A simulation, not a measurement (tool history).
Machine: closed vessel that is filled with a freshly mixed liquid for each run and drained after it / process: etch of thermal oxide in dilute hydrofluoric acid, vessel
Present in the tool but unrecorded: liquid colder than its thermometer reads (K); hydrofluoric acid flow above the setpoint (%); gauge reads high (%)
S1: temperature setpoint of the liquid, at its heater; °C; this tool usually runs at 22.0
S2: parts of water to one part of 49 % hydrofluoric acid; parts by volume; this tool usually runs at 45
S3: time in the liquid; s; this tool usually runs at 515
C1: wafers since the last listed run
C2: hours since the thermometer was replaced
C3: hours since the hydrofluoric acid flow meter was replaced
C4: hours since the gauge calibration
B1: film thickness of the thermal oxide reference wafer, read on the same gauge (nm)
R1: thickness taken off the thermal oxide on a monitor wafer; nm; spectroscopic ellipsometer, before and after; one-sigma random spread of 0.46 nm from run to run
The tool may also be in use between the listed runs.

run	day	S1	S2	S3	C1	C2	C3	C4	B1	R1
1	0.000	24.5	35	515	0	2346.1	554.6	213.2	120.01	80.61
2	0.517	24.5	35	515	1195	2358.5	567.0	225.6	120.01	80.60
3	1.133	19.5	45	515	1426	2373.3	581.8	240.4	120.00	49.43
4	1.762	19.5	45	515	1455	2388.4	596.9	255.5	120.00	50.01
5	2.383	22.0	45	515	1436	2403.3	611.8	270.4	119.99	55.40
6	3.054	22.0	45	515	1551	2419.4	627.9	286.5	119.99	55.41
7	3.612	22.0	45	515	1291	2432.8	641.3	299.9	120.00	54.53
8	4.112	22.0	45	515	1156	2444.8	653.3	311.9	120.01	55.66
9	4.667	22.0	45	515	1281	2458.1	666.6	325.2	119.99	56.54
10	5.254	22.0	35	515	1358	2472.2	680.7	339.3	120.02	74.32
11	5.692	22.0	35	515	1011	2482.7	691.2	349.8	120.00	73.00
12	6.625	22.0	35	515	2158	2505.1	713.6	372.2	120.00	72.68
13	7.062	24.5	45	730	1011	2515.6	724.1	382.7	120.01	88.80
14	7.400	24.5	45	730	780	2523.7	732.2	390.8	120.00	87.94
15	7.842	22.0	45	630	1021	2534.3	742.8	401.4	120.00	70.33
16	8.525	25.5	35	610	1580	2550.7	759.2	417.8	120.01	101.03
17	8.846	22.0	45	515	742	2558.4	766.9	425.5	119.99	57.23
18	9.308	22.0	45	515	1069	2569.5	778.0	436.6	120.00	57.70
19	9.921	26.0	30	515	1416	2584.2	792.7	451.3	120.00	101.46
# day 10.233: gauge calibrated
# day 10.588: hydrofluoric acid flow meter replaced
20	10.621	22.0	45	515	1522	2601.0	0.8	9.3	120.03	50.59
21	11.338	24.5	45	670	1657	2618.2	18.0	26.5	120.00	72.71
# day 11.546: thermometer replaced
22	12.012	22.0	40	645	1464	11.2	34.2	42.7	120.02	72.18
23	12.325	22.0	45	680	722	18.7	41.7	50.2	119.99	66.76

Run 24 comes next. What will it give?
24	12.658	19.0	55	515	771	26.7	49.7	58.2	?	?

Run 24 yielded B1 120.01, R1 36.57 nm.
With the hidden condition absent and the run-to-run variation left alone, this run would have shown R1 36.25 nm.
